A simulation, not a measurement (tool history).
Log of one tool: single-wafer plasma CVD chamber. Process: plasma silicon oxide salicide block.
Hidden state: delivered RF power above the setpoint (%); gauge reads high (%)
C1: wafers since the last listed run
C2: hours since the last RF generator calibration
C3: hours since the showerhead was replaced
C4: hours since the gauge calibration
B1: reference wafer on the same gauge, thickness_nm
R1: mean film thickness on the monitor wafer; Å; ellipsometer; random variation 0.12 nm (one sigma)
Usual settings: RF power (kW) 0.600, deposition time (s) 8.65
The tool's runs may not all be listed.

{"run": 1, "hour": 0.0, "RF power (kW)": 0.6, "deposition time (s)": 8.65, "C1": 0, "C2": 1900.6, "C3": 3046.5, "C4": 349.9, "B1": 96.605, "R1": 803.16}
{"run": 2, "hour": 40.0, "RF power (kW)": 0.6, "deposition time (s)": 8.65, "C1": 1156, "C2": 1940.6, "C3": 3086.5, "C4": 389.9, "B1": 96.596, "R1": 802.21}
{"run": 3, "hour": 88.2, "RF power (kW)": 0.675, "deposition time (s)": 8.65, "C1": 1393, "C2": 1988.8, "C3": 3134.7, "C4": 438.1, "B1": 96.595, "R1": 829.88}
{"run": 4, "hour": 132.6, "RF power (kW)": 0.675, "deposition time (s)": 8.65, "C1": 1283, "C2": 2033.2, "C3": 3179.1, "C4": 482.5, "B1": 96.608, "R1": 830.61}
{"run": 5, "hour": 279.6, "RF power (kW)": 0.6, "deposition time (s)": 8.65, "C1": 4248, "C2": 2180.2, "C3": 3326.1, "C4": 629.5, "B1": 96.606, "R1": 798.5}
{"hour": 295.4, "done": "gauge calibrated"}
{"hour": 302.8, "done": "RF generator calibrated"}
{"run": 6, "hour": 320.2, "RF power (kW)": 0.6, "deposition time (s)": 8.65, "C1": 942, "C2": 17.4, "C3": 3366.7, "C4": 24.8, "B1": 96.586, "R1": 820.71}
{"run": 7, "hour": 372.4, "RF power (kW)": 0.6, "deposition time (s)": 8.65, "C1": 1508, "C2": 69.6, "C3": 3418.9, "C4": 77.0, "B1": 96.626, "R1": 819.22}
{"run": 8, "hour": 419.2, "RF power (kW)": 0.6, "deposition time (s)": 7.9, "C1": 1352, "C2": 116.4, "C3": 3465.7, "C4": 123.8, "B1": 96.599, "R1": 746.45}
{"run": 9, "hour": 469.3, "RF power (kW)": 0.6, "deposition time (s)": 8.65, "C1": 1447, "C2": 166.5, "C3": 3515.8, "C4": 173.9, "B1": 96.594, "R1": 818.23}
{"run": 10, "hour": 505.1, "RF power (kW)": 0.53, "deposition time (s)": 7.94, "C1": 1034, "C2": 202.3, "C3": 3551.6, "C4": 209.7, "B1": 96.59, "R1": 726.01}
{"run": 11, "hour": 547.1, "RF power (kW)": 0.6, "deposition time (s)": 8.65, "C1": 1213, "C2": 244.3, "C3": 3593.6, "C4": 251.7, "B1": 96.567, "R1": 820.18}
{"hour": 591.3, "done": "showerhead replaced"}
{"run": 12, "hour": 614.9, "RF power (kW)": 0.555, "deposition time (s)": 9.24, "C1": 1728, "C2": 312.1, "C3": 23.6, "C4": 319.5, "B1": 96.584, "R1": 852.19}
{"run": 13, "hour": 652.1, "RF power (kW)": 0.555, "deposition time (s)": 9.87, "C1": 1075, "C2": 349.3, "C3": 60.8, "C4": 356.7, "B1": 96.629, "R1": 913.85}
{"run": 14, "hour": 693.8, "RF power (kW)": 0.6, "deposition time (s)": 7.73, "C1": 1205, "C2": 391.0, "C3": 102.5, "C4": 398.4, "B1": 96.621, "R1": 731.37}
{"run": 15, "hour": 759.1, "RF power (kW)": 0.505, "deposition time (s)": 7.28, "C1": 1887, "C2": 456.3, "C3": 167.8, "C4": 463.7, "B1": 96.592, "R1": 652.85}

Forecast each of these 3 alternatives for the next run:
{"run": "A", "hour": 759.5, "RF power (kW)": 0.6, "deposition time (s)": 8.65, "C1": 11, "C2": 456.7, "C3": 168.2, "C4": 464.1, "B1": "?", "R1": "?"}
{"run": "B", "hour": 759.5, "RF power (kW)": 0.705, "deposition time (s)": 8.65, "C1": 11, "C2": 456.7, "C3": 168.2, "C4": 464.1, "B1": "?", "R1": "?"}
{"run": "C", "hour": 759.5, "RF power (kW)": 0.525, "deposition time (s)": 10.33, "C1": 11, "C2": 456.7, "C3": 168.2, "C4": 464.1, "B1": "?", "R1": "?"}

run=A B1=96.591 R1=815.09
run=B B1=96.591 R1=854.08
run=C B1=96.591 R1=936.65
Without the tool's hidden state the same runs would have given:
run=A R1=819.99
run=B R1=859.22
run=C R1=942.28
